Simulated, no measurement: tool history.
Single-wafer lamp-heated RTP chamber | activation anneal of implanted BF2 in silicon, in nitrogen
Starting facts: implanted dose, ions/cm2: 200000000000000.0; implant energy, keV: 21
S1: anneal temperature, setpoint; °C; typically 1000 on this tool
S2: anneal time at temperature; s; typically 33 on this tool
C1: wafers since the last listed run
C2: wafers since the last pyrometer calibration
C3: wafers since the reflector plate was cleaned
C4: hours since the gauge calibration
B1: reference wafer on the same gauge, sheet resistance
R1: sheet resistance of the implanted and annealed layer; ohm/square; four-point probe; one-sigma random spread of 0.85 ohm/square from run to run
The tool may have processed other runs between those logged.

{"run": 1, "hour": 0.0, "S1": 1000, "S2": 27, "C1": 0, "C2": 1753, "C3": 5495, "C4": 427.2, "B1": 639.01, "R1": 567.97}
{"run": 2, "hour": 53.6, "S1": 1000, "S2": 27, "C1": 607, "C2": 2360, "C3": 6102, "C4": 480.8, "B1": 639.07, "R1": 565.19}
{"run": 3, "hour": 123.2, "S1": 1000, "S2": 33, "C1": 788, "C2": 3149, "C3": 6891, "C4": 550.4, "B1": 638.96, "R1": 564.51}
{"run": 4, "hour": 179.1, "S1": 1000, "S2": 47, "C1": 633, "C2": 3782, "C3": 7524, "C4": 606.3, "B1": 639.01, "R1": 560.43}
{"run": 5, "hour": 215.2, "S1": 1000, "S2": 33, "C1": 408, "C2": 4191, "C3": 7933, "C4": 642.4, "B1": 639.14, "R1": 565.27}
{"hour": 243.3, "done": "pyrometer window cleaned and pyrometer calibrated"}
{"run": 6, "hour": 254.8, "S1": 1000, "S2": 33, "C1": 357, "C2": 129, "C3": 8291, "C4": 682.0, "B1": 639.05, "R1": 563.83}
{"run": 7, "hour": 284.2, "S1": 1000, "S2": 33, "C1": 333, "C2": 462, "C3": 8624, "C4": 711.4, "B1": 639.1, "R1": 566.04}
{"run": 8, "hour": 497.4, "S1": 1000, "S2": 33, "C1": 2415, "C2": 2878, "C3": 11039, "C4": 924.6, "B1": 639.05, "R1": 564.83}
{"run": 9, "hour": 563.7, "S1": 1000, "S2": 33, "C1": 751, "C2": 3629, "C3": 11790, "C4": 990.9, "B1": 638.96, "R1": 565.26}
{"run": 10, "hour": 603.1, "S1": 1000, "S2": 33, "C1": 446, "C2": 4075, "C3": 12237, "C4": 1030.3, "B1": 638.98, "R1": 565.79}
{"hour": 626.9, "done": "pyrometer window cleaned and pyrometer calibrated"}
{"run": 11, "hour": 636.7, "S1": 980, "S2": 28, "C1": 290, "C2": 111, "C3": 12527, "C4": 1063.9, "B1": 639.05, "R1": 570.03}
{"run": 12, "hour": 697.4, "S1": 980, "S2": 28, "C1": 687, "C2": 798, "C3": 13214, "C4": 1124.6, "B1": 638.9, "R1": 570.48}
{"run": 13, "hour": 735.0, "S1": 980, "S2": 28, "C1": 425, "C2": 1224, "C3": 13640, "C4": 1162.2, "B1": 638.8, "R1": 570.05}
{"run": 14, "hour": 764.7, "S1": 989, "S2": 23, "C1": 336, "C2": 1561, "C3": 13977, "C4": 1191.9, "B1": 638.86, "R1": 569.55}
{"run": 15, "hour": 803.8, "S1": 1028, "S2": 44, "C1": 442, "C2": 2004, "C3": 14420, "C4": 1231.0, "B1": 639.25, "R1": 555.96}
{"run": 16, "hour": 839.4, "S1": 1028, "S2": 20, "C1": 403, "C2": 2407, "C3": 14823, "C4": 1266.6, "B1": 638.96, "R1": 566.68}
{"run": 17, "hour": 892.1, "S1": 989, "S2": 33, "C1": 597, "C2": 3004, "C3": 15420, "C4": 1319.3, "B1": 638.87, "R1": 566.34}
{"hour": 931.7, "done": "gauge calibrated"}
{"run": 18, "hour": 962.8, "S1": 978, "S2": 33, "C1": 800, "C2": 3805, "C3": 16221, "C4": 31.1, "B1": 638.95, "R1": 571.92}
{"hour": 1003.1, "done": "pyrometer window cleaned and pyrometer calibrated"}
{"run": 19, "hour": 1004.5, "S1": 1000, "S2": 33, "C1": 381, "C2": 16, "C3": 16603, "C4": 72.8, "B1": 639.01, "R1": 566.03}
{"hour": 1016.5, "done": "reflector plate cleaned"}
{"run": 20, "hour": 1052.3, "S1": 1000, "S2": 33, "C1": 450, "C2": 467, "C3": 405, "C4": 120.6, "B1": 639.01, "R1": 565.24}
{"run": 21, "hour": 1123.4, "S1": 1000, "S2": 14, "C1": 805, "C2": 1272, "C3": 1210, "C4": 191.7, "B1": 638.9, "R1": 569.53}
{"run": 22, "hour": 1174.1, "S1": 976, "S2": 22, "C1": 574, "C2": 1847, "C3": 1785, "C4": 242.4, "B1": 639.05, "R1": 574.44}
{"run": 23, "hour": 1241.3, "S1": 1021, "S2": 20, "C1": 761, "C2": 2608, "C3": 2546, "C4": 309.6, "B1": 639.01, "R1": 567.24}
{"run": 24, "hour": 1273.7, "S1": 971, "S2": 41, "C1": 367, "C2": 2975, "C3": 2913, "C4": 342.0, "B1": 639.03, "R1": 573.45}
{"run": 25, "hour": 1308.8, "S1": 1013, "S2": 38, "C1": 397, "C2": 3373, "C3": 3311, "C4": 377.1, "B1": 638.88, "R1": 561.27}
{"run": 26, "hour": 1379.5, "S1": 979, "S2": 51, "C1": 800, "C2": 4173, "C3": 4112, "C4": 447.8, "B1": 639.04, "R1": 566.5}

The tool's hidden state at each run:
true wafer temperature minus pyrometer reading, K: 0 at every run
wafer temperature error from the tarnished reflector plate, K: 0 at every run
gauge reads high (%): 0 at every run
